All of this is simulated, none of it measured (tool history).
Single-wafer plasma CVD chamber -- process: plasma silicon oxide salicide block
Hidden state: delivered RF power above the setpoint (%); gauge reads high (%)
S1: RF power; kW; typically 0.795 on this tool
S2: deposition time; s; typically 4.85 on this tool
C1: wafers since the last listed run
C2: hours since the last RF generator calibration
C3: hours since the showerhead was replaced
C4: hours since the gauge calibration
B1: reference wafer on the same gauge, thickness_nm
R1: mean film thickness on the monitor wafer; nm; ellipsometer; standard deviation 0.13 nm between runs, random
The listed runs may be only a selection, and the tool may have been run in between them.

run 1 hour=0 | S1=0.69 S2=4.85 | C1=0 C2=177.3 C3=7119.9 C4=144.3 | B1=62.709 | R1=49.421
run 2 hour=27.6 | S1=0.69 S2=4.85 | C1=880 C2=204.9 C3=7147.5 C4=171.9 | B1=62.712 | R1=49.486
run 3 hour=47.6 | S1=0.69 S2=4.85 | C1=638 C2=224.9 C3=7167.5 C4=191.9 | B1=62.701 | R1=49.307
run 4 hour=77.3 | S1=0.795 S2=4.39 | C1=947 C2=254.6 C3=7197.2 C4=221.6 | B1=62.703 | R1=47.016
run 5 hour=110 | S1=0.795 S2=4.28 | C1=1043 C2=287.3 C3=7229.9 C4=254.3 | B1=62.698 | R1=45.992
run 6 hour=134 | S1=0.83 S2=4.85 | C1=765 C2=311.3 C3=7253.9 C4=278.3 | B1=62.71 | R1=53.181
run 7 hour=159.2 | S1=0.83 S2=4.85 | C1=804 C2=336.5 C3=7279.1 C4=303.5 | B1=62.678 | R1=53.118
run 8 hour=179.2 | S1=0.795 S2=4.85 | C1=638 C2=356.5 C3=7299.1 C4=323.5 | B1=62.707 | R1=51.987
run 9 hour=210.7 | S1=0.795 S2=4.85 | C1=1005 C2=388 C3=7330.6 C4=355 | B1=62.738 | R1=52.085
run 10 hour=228.2 | S1=0.795 S2=4.85 | C1=558 C2=405.5 C3=7348.1 C4=372.5 | B1=62.731 | R1=51.941
run 11 hour=242.2 | S1=0.795 S2=4.85 | C1=446 C2=419.5 C3=7362.1 C4=386.5 | B1=62.672 | R1=51.968
run 12 hour=278 | S1=0.795 S2=4.85 | C1=1142 C2=455.3 C3=7397.9 C4=422.3 | B1=62.664 | R1=51.806
run 13 hour=293.2 | S1=0.795 S2=4.85 | C1=485 C2=470.5 C3=7413.1 C4=437.5 | B1=62.685 | R1=51.93
run 14 hour=323.9 | S1=0.795 S2=4.85 | C1=979 C2=501.2 C3=7443.8 C4=468.2 | B1=62.734 | R1=51.747
-- hour=394.2 showerhead replaced
run 15 hour=425.7 | S1=0.795 S2=4.85 | C1=2993 C2=603 C3=31.5 C4=570 | B1=62.723 | R1=51.892
run 16 hour=441.1 | S1=0.795 S2=4.85 | C1=491 C2=618.4 C3=46.9 C4=585.4 | B1=62.735 | R1=51.818
run 17 hour=460.1 | S1=0.74 S2=4.85 | C1=606 C2=637.4 C3=65.9 C4=604.4 | B1=62.704 | R1=50.564
run 18 hour=493.6 | S1=0.74 S2=4.85 | C1=1069 C2=670.9 C3=99.4 C4=637.9 | B1=62.717 | R1=50.298
run 19 hour=524.5 | S1=0.795 S2=4.28 | C1=986 C2=701.8 C3=130.3 C4=668.8 | B1=62.712 | R1=45.624
run 20 hour=538.4 | S1=0.65 S2=4 | C1=443 C2=715.7 C3=144.2 C4=682.7 | B1=62.696 | R1=39.436
run 21 hour=570.8 | S1=0.83 S2=4.85 | C1=1033 C2=748.1 C3=176.6 C4=715.1 | B1=62.679 | R1=52.385
run 22 hour=595.2 | S1=0.66 S2=4.13 | C1=778 C2=772.5 C3=201 C4=739.5 | B1=62.726 | R1=40.861
run 23 hour=629.7 | S1=0.735 S2=4.85 | C1=1101 C2=807 C3=235.5 C4=774 | B1=62.674 | R1=49.961
run 24 hour=660.5 | S1=0.655 S2=5.16 | C1=982 C2=837.8 C3=266.3 C4=804.8 | B1=62.678 | R1=51.074
run 25 hour=680.8 | S1=0.88 S2=5.6 | C1=647 C2=858.1 C3=286.6 C4=825.1 | B1=62.704 | R1=62.014
-- hour=692.5 gauge calibrated
-- hour=705.7 RF generator calibrated
run 26 hour=756.7 | S1=0.745 S2=4.45 | C1=2166 C2=51 C3=362.5 C4=64.2 | B1=62.703 | R1=45.613
run 27 hour=778.3 | S1=0.795 S2=4.85 | C1=689 C2=72.6 C3=384.1 C4=85.8 | B1=62.728 | R1=50.807
run 28 hour=795.4 | S1=0.795 S2=4.85 | C1=545 C2=89.7 C3=401.2 C4=102.9 | B1=62.728 | R1=50.732
run 29 hour=825.1 | S1=0.795 S2=4.85 | C1=947 C2=119.4 C3=430.9 C4=132.6 | B1=62.715 | R1=50.792
run 30 hour=854.6 | S1=0.65 S2=4.06 | C1=941 C2=148.9 C3=460.4 C4=162.1 | B1=62.689 | R1=39.267
run 31 hour=873.6 | S1=0.73 S2=4.13 | C1=606 C2=167.9 C3=479.4 C4=181.1 | B1=62.707 | R1=41.807
-- hour=900.8 RF generator calibrated, repeated, since the last time left the tool worse
run 32 hour=909.3 | S1=0.895 S2=4.28 | C1=884 C2=8.5 C3=515.1 C4=216.8 | B1=62.656 | R1=48.246
run 33 hour=927.6 | S1=0.795 S2=4.85 | C1=584 C2=26.8 C3=533.4 C4=235.1 | B1=62.72 | R1=52.26
run 34 hour=963 | S1=0.705 S2=4.34 | C1=1129 C2=62.2 C3=568.8 C4=270.5 | B1=62.69 | R1=44.751
run 35 hour=990.4 | S1=0.895 S2=3.91 | C1=874 C2=89.6 C3=596.2 C4=297.9 | B1=62.687 | R1=43.93
run 36 hour=1017.2 | S1=0.795 S2=4.85 | C1=855 C2=116.4 C3=623 C4=324.7 | B1=62.679 | R1=52.059
run 37 hour=1050.8 | S1=0.795 S2=4.85 | C1=1072 C2=150 C3=656.6 C4=358.3 | B1=62.706 | R1=52.004

A few steps of R1 between consecutive runs. Split each: what settings, incoming material and random variation would produce without the hidden state, and what is left over for the hidden state, along with gauge scatter present in only one of the two compared results (measured, and without hidden state):
Run 20 -> 21: S1 0.65 -> 0.83, S2 4 -> 4.85. R1 +12.949 nm: hidden state -0.23, all else +13.179.
Run 25 -> 26: S1 0.88 -> 0.745, S2 5.6 -> 4.45, gauge calibrated, RF generator calibrated. R1 -16.401 nm: hidden state -0.323, all else -16.078.
Run 29 -> 30: S1 0.795 -> 0.65, S2 4.85 -> 4.06. R1 -11.525 nm: hidden state +0.354, all else -11.879.
Run 31 -> 32: S1 0.73 -> 0.895, S2 4.13 -> 4.28, RF generator calibrated, repeated, since the last time left the tool worse. R1 +6.439 nm: hidden state +1.318, all else +5.121.
